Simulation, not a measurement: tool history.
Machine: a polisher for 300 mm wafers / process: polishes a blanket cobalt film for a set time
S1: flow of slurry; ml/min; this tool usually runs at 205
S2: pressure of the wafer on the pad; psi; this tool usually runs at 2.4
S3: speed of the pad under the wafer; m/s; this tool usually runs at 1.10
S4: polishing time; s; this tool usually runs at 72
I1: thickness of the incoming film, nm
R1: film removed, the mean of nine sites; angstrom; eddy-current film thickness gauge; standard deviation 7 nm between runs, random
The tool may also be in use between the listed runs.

run	hour	S1	S2	S3	S4	I1	R1
1	0.0	205	2.4	1.10	72	1452.3	4933
# hour 26.3: worn pad replaced by a new one
2	36.5	205	2.4	1.10	72	1435.0	4881
3	66.5	185	2.4	1.10	72	1429.5	4725
4	83.3	185	2.4	1.10	72	1437.1	4834
5	115.1	205	2.4	1.10	85	1427.7	5834
6	134.1	205	2.4	1.10	85	1411.5	5612
# hour 146.5: worn pad replaced by a new one
7	162.2	205	2.4	1.10	72	1430.7	4875
8	195.4	205	2.4	1.10	72	1430.3	4815
9	218.2	190	2.4	1.10	72	1455.1	4816
10	241.9	160	1.9	0.78	58	1427.9	2232
11	273.2	225	2.4	1.10	72	1440.7	4857
# hour 282.8: worn pad replaced by a new one
12	295.0	235	2.9	1.32	86	1420.6	8175
13	309.2	205	2.4	1.10	72	1441.6	4822
# hour 319.8: head pressure recalibrated
14	338.6	175	2.4	0.98	93	1425.3	5591
# hour 347.3: slurry nozzle cleaned
15	365.9	205	2.4	1.30	60	1408.4	4831
16	381.5	205	2.4	1.10	72	1427.9	4861
# hour 407.1: worn pad replaced by a new one
17	415.3	205	2.4	1.10	72	1427.6	4771
18	449.9	205	3.0	1.38	72	1423.9	7177
19	482.8	190	2.4	1.10	72	1429.2	4866

Below are 4 alternative next runs, each starting from the tool's condition after run 19. Predict each:
A	483.2	205	2.4	1.10	72	1438.3	?
B	483.2	205	1.6	1.00	95	1438.3	?
C	483.2	250	2.7	1.10	72	1438.3	?
D	483.2	205	2.1	1.44	72	1438.3	?

run	R1
A	4794
B	4172
C	5422
D	5630
Had the tool no hidden state, the same runs would have come out as:
run	R1
A	4794
B	4172
C	5422
D	5630

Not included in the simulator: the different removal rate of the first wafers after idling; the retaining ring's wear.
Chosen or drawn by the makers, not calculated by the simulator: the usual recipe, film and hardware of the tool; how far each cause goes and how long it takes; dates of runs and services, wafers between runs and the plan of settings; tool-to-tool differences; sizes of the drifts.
